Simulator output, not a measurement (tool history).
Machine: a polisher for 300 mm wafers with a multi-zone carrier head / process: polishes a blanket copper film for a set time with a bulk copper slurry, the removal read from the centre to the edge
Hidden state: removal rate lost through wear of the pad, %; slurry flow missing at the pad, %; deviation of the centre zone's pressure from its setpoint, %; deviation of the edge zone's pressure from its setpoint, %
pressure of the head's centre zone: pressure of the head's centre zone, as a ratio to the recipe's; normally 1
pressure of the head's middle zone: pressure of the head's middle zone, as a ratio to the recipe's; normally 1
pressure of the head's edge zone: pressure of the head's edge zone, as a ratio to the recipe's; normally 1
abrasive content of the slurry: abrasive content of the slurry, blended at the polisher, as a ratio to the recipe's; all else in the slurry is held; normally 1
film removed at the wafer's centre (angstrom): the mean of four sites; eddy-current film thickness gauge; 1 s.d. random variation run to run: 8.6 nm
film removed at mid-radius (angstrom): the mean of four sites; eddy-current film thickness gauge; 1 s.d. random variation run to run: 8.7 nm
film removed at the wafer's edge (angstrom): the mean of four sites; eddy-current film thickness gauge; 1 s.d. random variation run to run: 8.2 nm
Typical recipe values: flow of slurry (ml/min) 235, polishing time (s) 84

| run | hour | flow of slurry (ml/min) | pressure of the head's centre zone | pressure of the head's middle zone | pressure of the head's edge zone | abrasive content of the slurry | polishing time (s) | wafers since the last listed run | wafers polished on this pad | hours since the slurry nozzle was cleaned | hours since the centre zone pressure was calibrated | hours since the edge zone pressure was calibrated | hours since the carrier head's membrane was replaced | incoming thickness of the incoming film, nm | film removed at the wafer's centre (angstrom) | film removed at mid-radius (angstrom) | film removed at the wafer's edge (angstrom) |
|---|---|---|---|---|---|---|---|---|---|---|---|---|---|---|---|---|---|
| 1 | 0 | 235 | 1 | 1 | 1 | 1 | 84 | 0 | 2733 | 620.4 | 156.2 | 713.6 | 476.4 | 2059.1 | 5518 | 5967 | 5810 |
|  | 24.7 | worn pad replaced by a new one |
|  | 53.6 | slurry nozzle cleaned |
| 2 | 67.7 | 210 | 1 | 1 | 1 | 1 | 75 | 750 | 502 | 14.1 | 223.9 | 781.3 | 544.1 | 2110.4 | 4861 | 5238 | 5082 |
| 3 | 134.2 | 295 | 1 | 1 | 1 | 1 | 84 | 795 | 1298 | 80.6 | 290.4 | 847.8 | 610.6 | 2076.3 | 5586 | 6079 | 5747 |
| 4 | 179.6 | 295 | 1 | 1 | 1 | 1 | 84 | 543 | 1841 | 126 | 335.8 | 893.2 | 656 | 2075.9 | 5591 | 6112 | 5722 |
| 5 | 232.8 | 235 | 1 | 1 | 1 | 1 | 84 | 636 | 2478 | 179.2 | 389 | 946.4 | 709.2 | 2056.5 | 5444 | 6041 | 5750 |
| 6 | 284.6 | 235 | 1 | 1 | 1 | 1 | 84 | 619 | 3097 | 231 | 440.8 | 998.2 | 761 | 2038.9 | 5595 | 5936 | 5851 |
|  | 292.6 | worn pad replaced by a new one |
| 7 | 455.2 | 235 | 1 | 1 | 1 | 1 | 84 | 1993 | 1945 | 401.6 | 611.4 | 1168.8 | 931.6 | 2066.5 | 5534 | 5923 | 5829 |
|  | 480.1 | edge zone pressure recalibrated |
| 8 | 560.1 | 190 | 1 | 1 | 1 | 1 | 84 | 1231 | 3177 | 506.5 | 716.3 | 80 | 1036.5 | 2114 | 5362 | 5876 | 5662 |
|  | 576.8 | worn pad replaced by a new one |
| 9 | 642 | 235 | 0.95 | 1 | 1 | 1 | 70 | 932 | 780 | 588.4 | 798.2 | 161.9 | 1118.4 | 2049.6 | 4317 | 4958 | 4736 |
|  | 676 | centre zone pressure recalibrated |
| 10 | 686.5 | 160 | 1 | 1.08 | 0.94 | 1.3 | 84 | 508 | 1288 | 632.9 | 10.5 | 206.4 | 1162.9 | 2064 | 5684 | 6238 | 5718 |
|  | 700.7 | carrier head's membrane replaced by a new one |
|  | 744.7 | slurry nozzle cleaned |
| 11 | 763 | 235 | 1 | 1 | 1.06 | 1.2 | 84 | 843 | 2132 | 18.3 | 87 | 282.9 | 62.3 | 2087.6 | 5838 | 6307 | 6234 |
|  | 833.7 | worn pad replaced by a new one |
| 12 | 869.5 | 210 | 1 | 1 | 1 | 1 | 75 | 1226 | 428 | 124.8 | 193.5 | 389.4 | 168.8 | 2094.6 | 4876 | 5399 | 5157 |
| 13 | 912.3 | 295 | 1.07 | 1 | 1 | 1 | 84 | 512 | 940 | 167.6 | 236.3 | 432.2 | 211.6 | 2055.9 | 6030 | 6082 | 5951 |
| 14 | 980.8 | 305 | 0.91 | 1 | 1.06 | 1 | 93 | 819 | 1760 | 236.1 | 304.8 | 500.7 | 280.1 | 2033 | 5638 | 6737 | 6749 |
| 15 | 1065.9 | 235 | 1 | 1 | 1 | 1.1 | 84 | 1018 | 2778 | 321.2 | 389.9 | 585.8 | 365.2 | 2094.7 | 5691 | 5956 | 5941 |
|  | 1091.3 | worn pad replaced by a new one |
| 16 | 1131.4 | 290 | 0.93 | 1 | 1 | 1 | 84 | 735 | 480 | 386.7 | 455.4 | 651.3 | 430.7 | 2058.3 | 5222 | 5867 | 5770 |
| 17 | 1227.2 | 235 | 1 | 1 | 1 | 0.9 | 84 | 1146 | 1626 | 482.5 | 551.2 | 747.1 | 526.5 | 2071.4 | 5518 | 5621 | 5569 |
| 18 | 1311.3 | 235 | 1 | 1 | 1.09 | 1.1 | 84 | 1006 | 2632 | 566.6 | 635.3 | 831.2 | 610.6 | 2097.4 | 5565 | 6089 | 6141 |

List, for all runs, the conditions of the tool that the log does not record:
removal rate lost through wear of the pad, %: 0, the same for each run
slurry flow missing at the pad, %: 0, the same for each run
deviation of the edge zone's pressure from its setpoint, %: 0, the same for each run
H1: deviation of the centre zone's pressure from its setpoint, %
| run | H1 |
|---|---|
| 1 | -2.47 |
| 2 | -3.29 |
| 3 | -3.93 |
| 4 | -4.27 |
| 5 | -4.61 |
| 6 | -4.88 |
| 7 | -5.47 |
| 8 | -5.69 |
| 9 | -5.8 |
| 10 | 0.249 |
| 11 | -1.35 |
| 12 | -2.93 |
| 13 | -3.4 |
| 14 | -4.02 |
| 15 | -4.6 |
| 16 | -4.93 |
| 17 | -5.28 |
| 18 | -5.51 |
